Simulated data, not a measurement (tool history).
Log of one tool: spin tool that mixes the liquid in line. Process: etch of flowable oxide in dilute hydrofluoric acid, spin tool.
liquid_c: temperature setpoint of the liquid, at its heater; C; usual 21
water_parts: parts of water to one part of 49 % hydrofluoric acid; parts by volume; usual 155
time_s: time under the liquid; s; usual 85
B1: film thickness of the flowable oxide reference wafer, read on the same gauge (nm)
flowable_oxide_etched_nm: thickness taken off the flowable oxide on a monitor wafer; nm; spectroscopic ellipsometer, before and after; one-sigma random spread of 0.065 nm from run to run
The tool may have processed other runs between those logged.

{"run": 1, "hour": 0.0, "liquid_c": 21, "water_parts": 155, "time_s": 85, "B1": 50.06, "flowable_oxide_etched_nm": 20.03}
{"run": 2, "hour": 44.1, "liquid_c": 21, "water_parts": 155, "time_s": 85, "B1": 49.97, "flowable_oxide_etched_nm": 20.06}
{"run": 3, "hour": 97.7, "liquid_c": 21, "water_parts": 155, "time_s": 85, "B1": 50, "flowable_oxide_etched_nm": 20.1}
{"run": 4, "hour": 157.0, "liquid_c": 17, "water_parts": 155, "time_s": 85, "B1": 49.97, "flowable_oxide_etched_nm": 17.01}
{"run": 5, "hour": 189.5, "liquid_c": 17, "water_parts": 155, "time_s": 85, "B1": 50.02, "flowable_oxide_etched_nm": 16.9}
{"run": 6, "hour": 225.0, "liquid_c": 17, "water_parts": 155, "time_s": 85, "B1": 50, "flowable_oxide_etched_nm": 16.94}
{"run": 7, "hour": 290.3, "liquid_c": 21, "water_parts": 155, "time_s": 85, "B1": 50, "flowable_oxide_etched_nm": 19.95}
{"run": 8, "hour": 328.3, "liquid_c": 21, "water_parts": 155, "time_s": 85, "B1": 50.01, "flowable_oxide_etched_nm": 19.87}
{"run": 9, "hour": 359.2, "liquid_c": 21, "water_parts": 155, "time_s": 85, "B1": 50.04, "flowable_oxide_etched_nm": 19.82}
{"run": 10, "hour": 425.4, "liquid_c": 21, "water_parts": 155, "time_s": 85, "B1": 50.02, "flowable_oxide_etched_nm": 19.97}
{"hour": 495.9, "done": "thermometer replaced"}
{"hour": 522.8, "done": "gauge calibrated"}
{"run": 11, "hour": 602.1, "liquid_c": 21, "water_parts": 155, "time_s": 85, "B1": 50, "flowable_oxide_etched_nm": 19.66}
{"run": 12, "hour": 632.3, "liquid_c": 21, "water_parts": 155, "time_s": 85, "B1": 50, "flowable_oxide_etched_nm": 19.75}
{"run": 13, "hour": 674.7, "liquid_c": 21, "water_parts": 155, "time_s": 85, "B1": 49.98, "flowable_oxide_etched_nm": 19.68}
{"hour": 692.7, "done": "hydrofluoric acid flow meter replaced"}
{"run": 14, "hour": 726.5, "liquid_c": 21, "water_parts": 155, "time_s": 85, "B1": 49.98, "flowable_oxide_etched_nm": 20.5}
{"run": 15, "hour": 772.5, "liquid_c": 18.5, "water_parts": 155, "time_s": 85, "B1": 50.01, "flowable_oxide_etched_nm": 18.55}
{"run": 16, "hour": 833.8, "liquid_c": 18.5, "water_parts": 155, "time_s": 85, "B1": 50, "flowable_oxide_etched_nm": 18.52}
{"run": 17, "hour": 888.2, "liquid_c": 21, "water_parts": 155, "time_s": 85, "B1": 50, "flowable_oxide_etched_nm": 20.31}
{"run": 18, "hour": 949.2, "liquid_c": 18, "water_parts": 155, "time_s": 105, "B1": 49.99, "flowable_oxide_etched_nm": 22.37}
{"run": 19, "hour": 1015.7, "liquid_c": 24, "water_parts": 230, "time_s": 50, "B1": 49.99, "flowable_oxide_etched_nm": 8.39}
{"run": 20, "hour": 1066.1, "liquid_c": 19.5, "water_parts": 125, "time_s": 120, "B1": 50.01, "flowable_oxide_etched_nm": 34.82}
{"run": 21, "hour": 1109.9, "liquid_c": 25.5, "water_parts": 195, "time_s": 45, "B1": 49.99, "flowable_oxide_etched_nm": 9.71}
{"run": 22, "hour": 1154.8, "liquid_c": 17.5, "water_parts": 100, "time_s": 70, "B1": 49.99, "flowable_oxide_etched_nm": 23.78}
{"run": 23, "hour": 1202.5, "liquid_c": 21, "water_parts": 155, "time_s": 85, "B1": 49.98, "flowable_oxide_etched_nm": 20.38}
{"run": 24, "hour": 1265.9, "liquid_c": 21, "water_parts": 155, "time_s": 45, "B1": 50, "flowable_oxide_etched_nm": 10.75}
{"run": 25, "hour": 1335.2, "liquid_c": 17, "water_parts": 205, "time_s": 85, "B1": 50, "flowable_oxide_etched_nm": 12.47}
{"run": 26, "hour": 1386.3, "liquid_c": 23.5, "water_parts": 130, "time_s": 70, "B1": 50.01, "flowable_oxide_etched_nm": 22.56}
{"run": 27, "hour": 1417.8, "liquid_c": 17, "water_parts": 155, "time_s": 85, "B1": 49.96, "flowable_oxide_etched_nm": 17.33}
{"run": 28, "hour": 1459.0, "liquid_c": 26, "water_parts": 130, "time_s": 85, "B1": 49.99, "flowable_oxide_etched_nm": 30.06}
{"run": 29, "hour": 1485.8, "liquid_c": 17.5, "water_parts": 210, "time_s": 130, "B1": 50, "flowable_oxide_etched_nm": 18.79}
{"run": 30, "hour": 1549.5, "liquid_c": 21, "water_parts": 155, "time_s": 85, "B1": 50.03, "flowable_oxide_etched_nm": 20.15}
{"run": 31, "hour": 1614.9, "liquid_c": 18.5, "water_parts": 155, "time_s": 110, "B1": 49.98, "flowable_oxide_etched_nm": 23.74}
{"run": 32, "hour": 1674.2, "liquid_c": 17.5, "water_parts": 155, "time_s": 130, "B1": 49.99, "flowable_oxide_etched_nm": 26.67}
{"run": 33, "hour": 1700.9, "liquid_c": 21, "water_parts": 155, "time_s": 85, "B1": 50.01, "flowable_oxide_etched_nm": 20.13}
{"run": 34, "hour": 1729.9, "liquid_c": 23, "water_parts": 100, "time_s": 35, "B1": 50.03, "flowable_oxide_etched_nm": 14.78}
{"run": 35, "hour": 1790.4, "liquid_c": 21, "water_parts": 155, "time_s": 85, "B1": 50, "flowable_oxide_etched_nm": 20.09}

What if the next run were any one of these 3? Each begins from the tool's condition after run 35:
{"run": "A", "hour": 1790.8, "liquid_c": 21, "water_parts": 155, "time_s": 50, "B1": "?", "flowable_oxide_etched_nm": "?"}
{"run": "B", "hour": 1790.8, "liquid_c": 21, "water_parts": 155, "time_s": 115, "B1": "?", "flowable_oxide_etched_nm": "?"}
{"run": "C", "hour": 1790.8, "liquid_c": 23, "water_parts": 195, "time_s": 60, "B1": "?", "flowable_oxide_etched_nm": "?"}

run=A B1=49.98 flowable_oxide_etched_nm=11.77
run=B B1=49.98 flowable_oxide_etched_nm=27.07
run=C B1=49.98 flowable_oxide_etched_nm=11.61
Without the tool's hidden state the same runs would have given:
run=A flowable_oxide_etched_nm=12.06
run=B flowable_oxide_etched_nm=27.74
run=C flowable_oxide_etched_nm=11.91
